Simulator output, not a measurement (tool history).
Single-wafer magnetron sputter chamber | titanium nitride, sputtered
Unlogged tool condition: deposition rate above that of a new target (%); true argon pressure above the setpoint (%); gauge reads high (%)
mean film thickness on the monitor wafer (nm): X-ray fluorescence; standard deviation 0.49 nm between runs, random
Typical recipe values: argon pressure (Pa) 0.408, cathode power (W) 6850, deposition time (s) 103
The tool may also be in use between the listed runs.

run   hour  argon pressure (Pa)  cathode power (W)  deposition time (s)  wafers since the last listed run  wafers on the sputter target  hours since the last manometer calibration  hours since the magnet pack was replaced  hours since the gauge calibration  read-back reference wafer on the same gauge, thickness_nm  mean film thickness on the monitor wafer (nm)
  1      0                0.408               6850                  103                                 0                          2581                                      1708.8                                    8516.4                              206.3                                                    117.047                                         129.78
  2   74.4                0.408               6850                  103                              1270                          3852                                      1783.2                                    8590.8                              280.7                                                    117.007                                        128.624
  3  115.5                0.408               7350                   94                               702                          4554                                      1824.3                                    8631.9                              321.8                                                    117.038                                        125.805
  4  202.7                0.408               7350                   94                              1489                          6044                                      1911.5                                    8719.1                                409                                                    116.901                                         124.09
  5  239.6                0.408               6850                  103                               630                          6674                                      1948.4                                      8756                              445.9                                                    116.986                                        126.254
     256.4  -- sputter target and shields replaced
  6  337.8                0.408               6850                  103                              1540                          1390                                      2046.6                                    8854.2                              544.1                                                     117.02                                        122.352
       410  -- sputter target and shields replaced, repeated, since the last time left the tool worse
  7  441.2                0.408               6850                  103                              1629                           532                                        2150                                    8957.6                              647.5                                                    117.107                                        129.013
  8  521.2                0.303               7900                  117                              1366                          1898                                        2230                                    9037.6                              727.5                                                    116.953                                        171.852
  9  605.4                0.333               6850                  115                              1438                          3337                                      2314.2                                    9121.8                              811.7                                                    117.019                                         145.32
 10  653.8                0.542               8000                  110                               826                          4164                                      2362.6                                    9170.2                              860.1                                                     117.05                                        154.968
     722.5  -- capacitance manometer re-zeroed and calibrated
 11  730.7                0.408               7700                  115                              1176                          5341                                         8.2                                    9247.1                                937                                                    116.906                                        159.028
     745.1  -- magnet pack replaced
     785.6  -- gauge calibrated
     811.1  -- sputter target and shields replaced
 12  838.4                0.408               6850                  103                              1566                           467                                       115.9                                      93.3                               52.8                                                    117.003                                        130.387
 13  946.2                0.408               6850                  103                              1841                          2308                                       223.7                                     201.1                              160.6                                                    116.995                                        129.947
 14   1024                0.327               6250                   83                              1328                          3637                                       301.5                                     278.9                              238.4                                                     116.97                                         96.781

3 ways to go on from here, each from the tool as it stands after run 14. What would each give?
  A  1024.4                0.408               8150                  103                                 6                          3644                                       301.9                                     279.3                              238.8                                                          ?                                              ?
  B  1024.4                0.408               7500                  103                                 6                          3644                                       301.9                                     279.3                              238.8                                                          ?                                              ?
  C  1024.4                0.408               8050                  121                                 6                          3644                                       301.9                                     279.3                              238.8                                                          ?                                              ?

run  read-back reference wafer on the same gauge, thickness_nm  mean film thickness on the monitor wafer (nm)
  A                                                    117.132                                        152.668
  B                                                    117.132                                        140.492
  C                                                    117.132                                        177.148
Without the tool's hidden state the same runs would have given:
run  mean film thickness on the monitor wafer (nm)
  A                                        153.951
  B                                        141.672
  C                                        178.636

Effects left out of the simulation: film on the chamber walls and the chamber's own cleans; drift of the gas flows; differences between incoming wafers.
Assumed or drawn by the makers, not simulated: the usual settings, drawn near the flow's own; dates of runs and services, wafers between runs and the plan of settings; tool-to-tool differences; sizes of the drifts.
